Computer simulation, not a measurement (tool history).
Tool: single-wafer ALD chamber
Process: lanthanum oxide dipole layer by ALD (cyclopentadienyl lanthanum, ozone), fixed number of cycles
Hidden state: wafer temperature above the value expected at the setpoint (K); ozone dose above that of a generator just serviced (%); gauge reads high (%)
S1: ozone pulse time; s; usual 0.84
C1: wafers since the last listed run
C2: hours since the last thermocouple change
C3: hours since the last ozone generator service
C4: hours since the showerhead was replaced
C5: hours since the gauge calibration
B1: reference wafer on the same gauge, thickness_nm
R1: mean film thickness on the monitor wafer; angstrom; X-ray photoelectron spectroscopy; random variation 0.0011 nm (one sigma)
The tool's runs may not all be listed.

run    hour    S1    C1      C2      C3      C4      C5     B1    R1
  1     0.0  0.63     0  1325.4    53.0  4751.1  1102.3  0.532  4.21
  2    30.7  0.63   273  1356.1    83.7  4781.8  1133.0  0.531  4.20
  3   100.9  0.63   625  1426.3   153.9  4852.0  1203.2  0.530  4.18
      116.6  -- gauge calibrated
  4   125.1  0.62   215  1450.5   178.1  4876.2     8.5  0.544  4.26
      183.8  -- thermocouple changed; heater temperature recalibrated
  5   189.1  0.64   498     5.3   242.1  4940.2    72.5  0.544  4.33
  6   258.8  0.64   620    75.0   311.8  5009.9   142.2  0.544  4.32
  7   282.9  0.84   214    99.1   335.9  5034.0   166.3  0.544  4.84
  8   353.7  0.60   630   169.9   406.7  5104.8   237.1  0.543  4.18
  9   399.7  0.60   409   215.9   452.7  5150.8   283.1  0.543  4.19
 10   573.0  0.60  1543   389.2   626.0  5324.1   456.4  0.542  4.18
 11   608.8  0.84   318   425.0   661.8  5359.9   492.2  0.541  4.83
 12   640.9  1.09   285   457.1   693.9  5392.0   524.3  0.542  5.25
 13   692.3  1.09   457   508.5   745.3  5443.4   575.7  0.541  5.22
 14   738.1  1.09   407   554.3   791.1  5489.2   621.5  0.541  5.24
 15   767.4  0.84   260   583.6   820.4  5518.5   650.8  0.540  4.83
 16   803.1  0.54   317   619.3   856.1  5554.2   686.5  0.540  3.96
 17   882.5  1.15   707   698.7   935.5  5633.6   765.9  0.539  5.28
 18   932.0  0.99   440   748.2   985.0  5683.1   815.4  0.538  5.10
 19   963.5  1.08   280   779.7  1016.5  5714.6   846.9  0.538  5.20
 20  1107.5  0.96  1282   923.7  1160.5  5858.6   990.9  0.535  4.99
 21  1162.5  0.72   489   978.7  1215.5  5913.6  1045.9  0.535  4.47
 22  1223.8  1.01   546  1040.0  1276.8  5974.9  1107.2  0.534  5.04
 23  1258.7  1.00   310  1074.9  1311.7  6009.8  1142.1  0.533  5.04
 24  1328.0  0.97   617  1144.2  1381.0  6079.1  1211.4  0.531  4.98
     1433.4  -- gauge calibrated
 25  1507.0  1.12  1594  1323.2  1560.0  6258.1    73.6  0.542  5.29
     1534.3  -- showerhead replaced
     1624.4  -- ozone generator serviced
     1647.2  -- thermocouple changed; heater temperature recalibrated
 26  1660.6  0.73  1154    13.4    36.2   126.3   227.2  0.542  4.57
 27  1698.2  1.05   334    51.0    73.8   163.9   264.8  0.541  5.19
 28  1727.4  0.75   260    80.2   103.0   193.1   294.0  0.541  4.63
 29  1758.4  0.84   276   111.2   134.0   224.1   325.0  0.541  4.82
 30  1892.4  0.84  1193   245.2   268.0   358.1   459.0  0.540  4.84
 31  1960.8  0.98   609   313.6   336.4   426.5   527.4  0.539  5.07
 32  2018.6  0.84   514   371.4   394.2   484.3   585.2  0.539  4.80
 33  2052.8  1.10   304   405.6   428.4   518.5   619.4  0.539  5.24
 34  2119.5  1.02   594   472.3   495.1   585.2   686.1  0.539  5.11

Forecast each of these 4 alternatives for the next run:
  A  2119.9  0.67   3  472.7  495.5  585.6  686.5   ?   ?
  B  2119.9  1.07   3  472.7  495.5  585.6  686.5   ?   ?
  C  2119.9  0.52   3  472.7  495.5  585.6  686.5   ?   ?
  D  2119.9  1.14   3  472.7  495.5  585.6  686.5   ?   ?

run     B1    R1
  A  0.538  4.38
  B  0.538  5.20
  C  0.538  3.87
  D  0.538  5.29
Without the tool's hidden state the same runs would have given:
run    R1
  A  4.42
  B  5.25
  C  3.91
  D  5.34
